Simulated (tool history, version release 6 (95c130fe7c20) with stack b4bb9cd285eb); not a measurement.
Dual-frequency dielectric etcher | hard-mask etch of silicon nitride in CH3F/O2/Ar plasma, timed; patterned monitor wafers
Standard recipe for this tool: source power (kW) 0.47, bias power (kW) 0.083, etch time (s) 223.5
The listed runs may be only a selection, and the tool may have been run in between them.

| run | hour | source power (kW) | bias power (kW) | etch time (s) | read-back reference wafer on the same gauge, depth_nm | mean etch depth across the wafer (nm) |
|---|---|---|---|---|---|---|
| 1 | 0 | 0.47 | 0.077 | 223.5 | 148.2 | 170.8 |
| 2 | 22.8 | 0.47 | 0.083 | 223.5 | 147.8 | 175.2 |
| 3 | 43.2 | 0.47 | 0.083 | 223.5 | 148.1 | 174.6 |
|  | 93.8 | upper electrode replaced, of another model than before |
| 4 | 94.3 | 0.47 | 0.083 | 223.5 | 148.1 | 172.8 |
| 5 | 104.5 | 0.47 | 0.083 | 223.5 | 148 | 172.9 |
| 6 | 128.1 | 0.47 | 0.083 | 223.5 | 148 | 171.7 |
|  | 134.4 | gauge calibrated |
|  | 157 | bias power generator calibrated |
| 7 | 160.1 | 0.47 | 0.083 | 223.5 | 148.1 | 172.1 |
|  | 221.4 | wet clean of the chamber |
| 8 | 258.4 | 0.47 | 0.083 | 223.5 | 147.9 | 180.2 |
| 9 | 290.4 | 0.38 | 0.083 | 192.5 | 148.1 | 146.5 |
| 10 | 310.4 | 0.38 | 0.102 | 223.5 | 148.3 | 192.5 |
| 11 | 344.7 | 0.42 | 0.083 | 176.5 | 148.1 | 135.7 |
| 12 | 405.8 | 0.54 | 0.096 | 262 | 148 | 234.5 |
| 13 | 429.6 | 0.47 | 0.077 | 223.5 | 148 | 165.3 |
| 14 | 459.5 | 0.51 | 0.096 | 271 | 148.1 | 235.7 |
| 15 | 474.3 | 0.47 | 0.083 | 223.5 | 147.9 | 173.6 |
| 16 | 563.2 | 0.47 | 0.077 | 223.5 | 148.1 | 164.4 |
| 17 | 579.2 | 0.51 | 0.096 | 271 | 147.9 | 233.3 |
|  | 608.2 | wet clean of the chamber |
| 18 | 608.7 | 0.47 | 0.072 | 223.5 | 147.8 | 164.2 |
|  | 616.3 | source power generator calibrated |
| 19 | 627.1 | 0.58 | 0.103 | 164 | 148 | 161 |
| 20 | 645.3 | 0.47 | 0.083 | 223.5 | 148 | 179.8 |
| 21 | 680 | 0.38 | 0.083 | 192.5 | 148.2 | 146.3 |
| 22 | 693.7 | 0.47 | 0.096 | 184.5 | 148.3 | 162.6 |
| 23 | 715.7 | 0.5 | 0.083 | 223.5 | 148.2 | 182.5 |
| 24 | 733.9 | 0.47 | 0.083 | 198.5 | 147.8 | 156.5 |
| 25 | 763.4 | 0.36 | 0.083 | 223.5 | 147.8 | 164.8 |
| 26 | 793.1 | 0.47 | 0.069 | 223.5 | 147.9 | 155.1 |
| 27 | 814.1 | 0.47 | 0.083 | 223.5 | 147.8 | 176.4 |
| 28 | 848.3 | 0.35 | 0.093 | 275 | 148.2 | 215.5 |
| 29 | 883.3 | 0.43 | 0.101 | 199 | 148 | 170.1 |

Here are 5 independent what-if runs from the current tool condition. What would each one return?
| A | 883.8 | 0.47 | 0.102 | 223.5 | ? | ? |
| B | 883.8 | 0.52 | 0.096 | 244.5 | ? | ? |
| C | 883.8 | 0.47 | 0.083 | 241 | ? | ? |
| D | 883.8 | 0.38 | 0.083 | 273 | ? | ? |
| E | 883.8 | 0.41 | 0.075 | 162.5 | ? | ? |

| run | read-back reference wafer on the same gauge, depth_nm | mean etch depth across the wafer (nm) |
|---|---|---|
| A | 147.8 | 198.3 |
| B | 147.8 | 214.7 |
| C | 147.8 | 187.6 |
| D | 147.8 | 201.2 |
| E | 147.8 | 113.8 |
Without the tool's unlogged condition, the same runs would have read:
| run | mean etch depth across the wafer (nm) |
|---|---|
| A | 204.7 |
| B | 221.6 |
| C | 193.6 |
| D | 207.6 |
| E | 117.5 |
